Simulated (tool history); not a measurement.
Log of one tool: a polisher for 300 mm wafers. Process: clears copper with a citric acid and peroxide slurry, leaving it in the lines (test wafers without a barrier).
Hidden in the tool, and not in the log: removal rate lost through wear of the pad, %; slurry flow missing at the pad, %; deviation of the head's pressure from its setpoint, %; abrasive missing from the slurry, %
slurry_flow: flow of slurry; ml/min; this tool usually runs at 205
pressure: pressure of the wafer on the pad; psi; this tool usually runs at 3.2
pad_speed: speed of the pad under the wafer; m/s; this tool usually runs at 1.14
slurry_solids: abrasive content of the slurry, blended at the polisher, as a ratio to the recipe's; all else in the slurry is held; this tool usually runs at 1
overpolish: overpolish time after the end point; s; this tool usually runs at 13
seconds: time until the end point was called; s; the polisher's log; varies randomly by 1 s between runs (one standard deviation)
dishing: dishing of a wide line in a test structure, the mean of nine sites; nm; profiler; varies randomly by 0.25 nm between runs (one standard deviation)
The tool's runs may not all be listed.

| run | hour | slurry_flow | pressure | pad_speed | slurry_solids | overpolish | wafers since the last listed run | wafers polished on this pad | hours since the slurry nozzle was cleaned | hours since the head pressure was calibrated | hours since the slurry blender was calibrated | incoming thickness of the incoming film, nm | seconds | dishing |
|---|---|---|---|---|---|---|---|---|---|---|---|---|---|---|
| 1 | 0 | 205 | 3.2 | 1.14 | 1 | 9 | 0 | 655 | 193.9 | 579.8 | 89.8 | 291.8 | 123.3 | 14.5 |
| 2 | 61.9 | 205 | 4 | 1.14 | 1 | 13 | 517 | 1172 | 255.8 | 641.7 | 151.7 | 290.1 | 108.6 | 20.6 |
|  | 98.5 | head pressure recalibrated |
| 3 | 106.8 | 205 | 4 | 1.14 | 1 | 13 | 358 | 1530 | 300.7 | 8.3 | 196.6 | 291.3 | 106.1 | 20.4 |
| 4 | 171.6 | 205 | 4 | 1.14 | 1 | 13 | 541 | 2072 | 365.5 | 73.1 | 261.4 | 290 | 107.4 | 20.5 |
| 5 | 218.5 | 205 | 3.2 | 1.14 | 1 | 13 | 391 | 2463 | 412.4 | 120 | 308.3 | 294.3 | 126.6 | 18.2 |
|  | 253.7 | slurry nozzle cleaned |
|  | 324.3 | slurry blender recalibrated |
| 6 | 326.1 | 205 | 3.2 | 1.14 | 1 | 13 | 873 | 3337 | 72.4 | 227.6 | 1.8 | 291.3 | 122.6 | 18.7 |
| 7 | 388.2 | 205 | 3.2 | 1.14 | 1 | 13 | 518 | 3856 | 134.5 | 289.7 | 63.9 | 285.9 | 119.1 | 18.4 |
|  | 405.1 | worn pad replaced by a new one |
| 8 | 470.5 | 205 | 3.2 | 1.14 | 1 | 13 | 654 | 546 | 216.8 | 372 | 146.2 | 290.6 | 120.7 | 17.9 |
| 9 | 554.3 | 205 | 3.9 | 1.14 | 1 | 13 | 700 | 1246 | 300.6 | 455.8 | 230 | 285.2 | 108 | 20.6 |
| 10 | 649.6 | 205 | 3.9 | 1.14 | 1 | 13 | 796 | 2042 | 395.9 | 551.1 | 325.3 | 287.6 | 109.6 | 20 |
|  | 765.9 | slurry nozzle cleaned |
|  | 799.5 | head pressure recalibrated |
|  | 804 | slurry blender recalibrated |
|  | 846 | worn pad replaced by a new one |
| 11 | 907.1 | 205 | 3.2 | 1.14 | 1 | 13 | 2076 | 510 | 141.2 | 107.6 | 103.1 | 290.9 | 123.2 | 18.5 |
| 12 | 993.3 | 205 | 3.2 | 1.14 | 1 | 13 | 720 | 1230 | 227.4 | 193.8 | 189.3 | 289.2 | 123.5 | 18.4 |
| 13 | 1045.6 | 205 | 3.2 | 1.14 | 1 | 13 | 436 | 1667 | 279.7 | 246.1 | 241.6 | 287.5 | 119.9 | 18.4 |
|  | 1220.7 | slurry nozzle cleaned |
| 14 | 1235 | 205 | 4 | 1.14 | 1 | 13 | 1574 | 3241 | 14.3 | 435.5 | 431 | 290.8 | 105.7 | 20.5 |
| 15 | 1305.2 | 205 | 3.2 | 0.98 | 1 | 13 | 586 | 3828 | 84.5 | 505.7 | 501.2 | 288.9 | 138.8 | 16.6 |
|  | 1343.9 | worn pad replaced by a new one |
|  | 1344.9 | slurry blender recalibrated |
|  | 1500.5 | head pressure recalibrated |
| 16 | 1516.8 | 205 | 3.2 | 0.94 | 0.85 | 13 | 1709 | 1419 | 296.1 | 16.3 | 171.9 | 295.7 | 158.1 | 15.9 |
| 17 | 1576.8 | 205 | 3.2 | 1.14 | 1 | 13 | 501 | 1920 | 356.1 | 76.3 | 231.9 | 289.5 | 124.2 | 18.3 |
| 18 | 1675.3 | 205 | 2.8 | 1.14 | 0.9 | 13 | 822 | 2743 | 454.6 | 174.8 | 330.4 | 287.4 | 139.2 | 16.9 |
|  | 1693.5 | slurry nozzle cleaned |
| 19 | 1715.8 | 205 | 2.8 | 1.14 | 0.9 | 13 | 330 | 3073 | 22.3 | 215.3 | 370.9 | 285.1 | 130 | 17.7 |
| 20 | 1754 | 205 | 4.2 | 1.14 | 1 | 13 | 319 | 3392 | 60.5 | 253.5 | 409.1 | 289.1 | 101.1 | 21.5 |
|  | 1796.8 | slurry blender recalibrated |
| 21 | 1809.5 | 205 | 3.2 | 0.94 | 0.85 | 13 | 446 | 3839 | 116 | 309 | 12.7 | 290.1 | 150.1 | 16 |
|  | 1856 | worn pad replaced by a new one |
| 22 | 1868.8 | 140 | 2.9 | 1.4 | 1 | 18 | 462 | 106 | 175.3 | 368.3 | 72 | 291.1 | 111.4 | 24.8 |
|  | 2138.6 | slurry nozzle cleaned |
| 23 | 2142.2 | 205 | 3.2 | 1.14 | 1 | 13 | 2275 | 2382 | 3.6 | 641.7 | 345.4 | 290.6 | 121.2 | 18.8 |
|  | 2161.7 | head pressure recalibrated |
| 24 | 2235.3 | 140 | 2.6 | 0.76 | 1.25 | 13 | 761 | 3143 | 96.7 | 73.6 | 438.5 | 289.7 | 203.4 | 12.7 |
|  | 2265.8 | worn pad replaced by a new one |
|  | 2294.4 | slurry blender recalibrated |
| 25 | 2323.5 | 205 | 2.5 | 1.14 | 1 | 6 | 686 | 465 | 184.9 | 161.8 | 29.1 | 293.2 | 142.6 | 8.9 |
| 26 | 2388.2 | 205 | 3.2 | 1.26 | 0.8 | 21 | 540 | 1005 | 249.6 | 226.5 | 93.8 | 290.1 | 116.4 | 26.3 |

Forecast each of these 4 alternatives for the next run:
| A | 2388.7 | 205 | 3.2 | 1.14 | 1 | 13 | 4 | 1010 | 250.1 | 227 | 94.3 | 295 | ? | ? |
| B | 2388.7 | 205 | 3.8 | 1.14 | 1 | 11 | 4 | 1010 | 250.1 | 227 | 94.3 | 295 | ? | ? |
| C | 2388.7 | 205 | 3.9 | 1.14 | 1.15 | 13 | 4 | 1010 | 250.1 | 227 | 94.3 | 295 | ? | ? |
| D | 2388.7 | 170 | 2.3 | 1.14 | 1 | 13 | 4 | 1010 | 250.1 | 227 | 94.3 | 295 | ? | ? |

| run | seconds | dishing |
|---|---|---|
| A | 127.6 | 18.6 |
| B | 114.3 | 17.9 |
| C | 109.3 | 20.7 |
| D | 157.4 | 15.9 |
Without the tool's unlogged condition, the same runs would have read:
| run | seconds | dishing |
|---|---|---|
| A | 124.8 | 18.9 |
| B | 111.8 | 18.2 |
| C | 106.9 | 21 |
| D | 153.6 | 16.2 |

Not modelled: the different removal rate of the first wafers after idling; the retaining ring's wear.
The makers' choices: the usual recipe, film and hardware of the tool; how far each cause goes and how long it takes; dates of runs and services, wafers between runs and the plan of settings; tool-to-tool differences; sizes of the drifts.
